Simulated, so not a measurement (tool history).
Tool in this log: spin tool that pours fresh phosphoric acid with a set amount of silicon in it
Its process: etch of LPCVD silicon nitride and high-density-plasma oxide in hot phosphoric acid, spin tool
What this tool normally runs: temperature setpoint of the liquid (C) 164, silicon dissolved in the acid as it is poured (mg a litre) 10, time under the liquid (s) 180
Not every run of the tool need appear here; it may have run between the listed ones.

run,hour,temperature setpoint of the liquid (C),silicon dissolved in the acid as it is poured (mg a litre),time under the liquid (s),wafers since the last listed run,hours since the thermometer was replaced,hours since the dissolved silicon flow meter was replaced,hours since the heated supply line was repaired,hours since the gauge calibration,"read-back film thickness of the LPCVD silicon nitride reference wafer, read on the same gauge (nm)","read-back film thickness of the high-density-plasma oxide reference wafer, read on the same gauge (nm)",thickness taken off the LPCVD silicon nitride on a monitor wafer (Å),thickness taken off the high-density-plasma oxide on a monitor wafer (Å)
1,0,164,5,105,0,2373.4,1441.7,1552.9,64.3,49.97,130.003,99.7,2.42
2,7.7,161.5,10,180,63,2381.1,1449.4,1560.6,72,50.03,129.994,160,3.22
3,21.2,161.5,10,180,111,2394.6,1462.9,1574.1,85.5,50.02,130.014,155.8,3.31
4,33.9,165.5,10,145,104,2407.3,1475.6,1586.8,98.2,50,130.012,144.8,4.48
5,41.7,164,6.5,180,64,2415.1,1483.4,1594.6,106,49.98,130.048,171.3,4.58
# hour 84.7: heated supply line repaired
6,85.9,164,6.5,180,355,2459.3,1527.6,1.2,150.2,50.02,130.005,169,4.3
7,94.9,164,6.5,180,74,2468.3,1536.6,10.2,159.2,49.99,130.01,173.9,4.48
# hour 140.6: dissolved silicon flow meter replaced
8,147.4,162,10,180,423,2520.8,6.8,62.7,211.7,50,130.022,159.5,3.73
9,156,163,10,275,70,2529.4,15.4,71.3,220.3,49.99,130.004,253.9,5.82
10,166.2,162,3,210,83,2539.6,25.6,81.5,230.5,50,130.015,185.9,5.2
# hour 177.1: thermometer replaced
11,177.7,164,10,180,86,0.6,37.1,93,242,49.97,130.045,172.2,4.18
12,190.3,162,6,245,103,13.2,49.7,105.6,254.6,50.01,129.987,221.6,5.47
13,202,164,10,105,96,24.9,61.4,117.3,266.3,50,129.977,101,2.6
14,219.8,164,3.5,180,146,42.7,79.2,135.1,284.1,50.03,130,171.1,5.37
# hour 222.1: gauge calibrated
15,236.2,164,10,180,134,59.1,95.6,151.5,14.1,50.03,129.992,171,4.17
16,247.7,165,10,270,94,70.6,107.1,163,25.6,50.01,130.025,265.1,7.23
17,265,166,14.5,110,142,87.9,124.4,180.3,42.9,49.98,130.002,110.8,2.52
18,279.1,161.5,10,180,115,102,138.5,194.4,57,49.98,129.97,155.6,3.85
19,294.9,164,10,180,129,117.8,154.3,210.2,72.8,49.99,129.997,175,3.91
20,311.4,167,10,180,135,134.3,170.8,226.7,89.3,50.01,130.019,188.4,5.85
21,328.3,164,10,240,138,151.2,187.7,243.6,106.2,49.95,129.965,226.1,4.93

4 ways to go on from here, each from the tool as it stands after run 21. What would each give?
A,328.8,162.5,10,180,4,151.7,188.2,244.1,106.7,?,?,?,?
B,328.8,164,10,140,4,151.7,188.2,244.1,106.7,?,?,?,?
C,328.8,163,12.5,260,4,151.7,188.2,244.1,106.7,?,?,?,?
D,328.8,164,10,280,4,151.7,188.2,244.1,106.7,?,?,?,?

run,"read-back film thickness of the LPCVD silicon nitride reference wafer, read on the same gauge (nm)","read-back film thickness of the high-density-plasma oxide reference wafer, read on the same gauge (nm)",thickness taken off the LPCVD silicon nitride on a monitor wafer (Å),thickness taken off the high-density-plasma oxide on a monitor wafer (Å)
A,50.01,129.991,162.8,3.44
B,50.01,129.991,133,2.99
C,50.01,129.991,239,4.87
D,50.01,129.991,266.1,5.97
With the hidden condition removed and each run's random variation left untouched, the same runs would have given:
run,thickness taken off the LPCVD silicon nitride on a monitor wafer (Å),thickness taken off the high-density-plasma oxide on a monitor wafer (Å)
A,162.8,3.44
B,133,2.99
C,239,4.87
D,266.1,5.97

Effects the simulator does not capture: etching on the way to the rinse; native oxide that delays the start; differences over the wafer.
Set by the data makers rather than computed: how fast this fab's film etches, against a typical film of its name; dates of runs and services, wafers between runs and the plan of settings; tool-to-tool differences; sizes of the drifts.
